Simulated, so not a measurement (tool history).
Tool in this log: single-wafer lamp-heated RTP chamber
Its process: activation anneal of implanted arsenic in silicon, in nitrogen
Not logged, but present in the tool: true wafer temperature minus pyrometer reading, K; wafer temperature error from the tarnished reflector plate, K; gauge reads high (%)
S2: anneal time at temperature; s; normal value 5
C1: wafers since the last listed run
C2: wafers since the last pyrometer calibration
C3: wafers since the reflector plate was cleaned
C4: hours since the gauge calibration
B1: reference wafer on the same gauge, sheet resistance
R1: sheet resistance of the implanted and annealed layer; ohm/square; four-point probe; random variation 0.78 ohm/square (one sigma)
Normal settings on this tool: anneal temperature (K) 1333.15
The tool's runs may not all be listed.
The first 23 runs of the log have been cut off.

Run 24, hour 1131.2: usual settings but anneal temperature (K) 1360.15; C1 511; C2 4770; C3 1956; C4 424.7; B1 572.20. Result: R1 514.46 ohm/square.
Run 25, hour 1170.2: usual settings but anneal temperature (K) 1305.15, S2 7 s; C1 520; C2 5291; C3 2476; C4 463.7; B1 572.04. Result: R1 519.77 ohm/square.
At hour 1195.3: pyrometer window cleaned and pyrometer calibrated.
Run 26, hour 1215.5: usual settings but anneal temperature (K) 1347.15, S2 6 s; C1 498; C2 269; C3 2974; C4 509.0; B1 571.91. Result: R1 514.22 ohm/square.
Run 27, hour 1247.8: usual settings but S2 3 s; C1 431; C2 701; C3 3406; C4 541.3; B1 572.06. Result: R1 520.24 ohm/square.
Run 28, hour 1272.8: usual settings; C1 333; C2 1035; C3 3740; C4 566.3; B1 571.63. Result: R1 516.85 ohm/square.
Run 29, hour 1309.3: usual settings but anneal temperature (K) 1346.15; C1 487; C2 1522; C3 4227; C4 602.8; B1 571.64. Result: R1 514.66 ohm/square.
Run 30, hour 1355.2: usual settings but anneal temperature (K) 1362.15, S2 7 s; C1 612; C2 2135; C3 4840; C4 648.7; B1 571.69. Result: R1 510.03 ohm/square.
At hour 1474.1: reflector plate cleaned.
Run 31, hour 1527.1: usual settings but anneal temperature (K) 1360.15; C1 2188; C2 4324; C3 707; C4 820.6; B1 571.44. Result: R1 513.67 ohm/square.
Run 32, hour 1565.4: usual settings but anneal temperature (K) 1311.15; C1 511; C2 4835; C3 1219; C4 858.9; B1 571.41. Result: R1 519.35 ohm/square.
Run 33, hour 1624.5: usual settings but anneal temperature (K) 1361.15; C1 789; C2 5624; C3 2008; C4 918.0; B1 571.03. Result: R1 513.10 ohm/square.
At hour 1666.0: pyrometer window cleaned and pyrometer calibrated.
Run 34, hour 1670.0: usual settings but anneal temperature (K) 1359.15, S2 3 s; C1 500; C2 53; C3 2509; C4 963.5; B1 570.97. Result: R1 517.44 ohm/square.
Run 35, hour 1738.6: usual settings but anneal temperature (K) 1321.15, S2 3 s; C1 916; C2 969; C3 3425; C4 1032.1; B1 570.85. Result: R1 521.41 ohm/square.

5 ways to go on from here, each from the tool as it stands after run 35. What would each give?
Run A, hour 1739.0: usual settings; C1 5; C2 974; C3 3430; C4 1032.5; B1 ?. Result: R1 ?.
Run B, hour 1739.0: usual settings but anneal temperature (K) 1343.15, S2 7 s; C1 5; C2 974; C3 3430; C4 1032.5; B1 ?. Result: R1 ?.
Run C, hour 1739.0: usual settings but anneal temperature (K) 1352.15, S2 7 s; C1 5; C2 974; C3 3430; C4 1032.5; B1 ?. Result: R1 ?.
Run D, hour 1739.0: usual settings but anneal temperature (K) 1363.15, S2 3 s; C1 5; C2 974; C3 3430; C4 1032.5; B1 ?. Result: R1 ?.
Run E, hour 1739.0: usual settings but anneal temperature (K) 1343.15, S2 6 s; C1 5; C2 974; C3 3430; C4 1032.5; B1 ?. Result: R1 ?.

run      B1      R1
  A  570.78  517.85
  B  570.78  513.88
  C  570.78  512.12
  D  570.78  517.06
  E  570.78  515.13
Had the tool no hidden state, the same runs would have come out as:
run      R1
  A  520.64
  B  516.66
  C  514.88
  D  519.85
  E  517.91
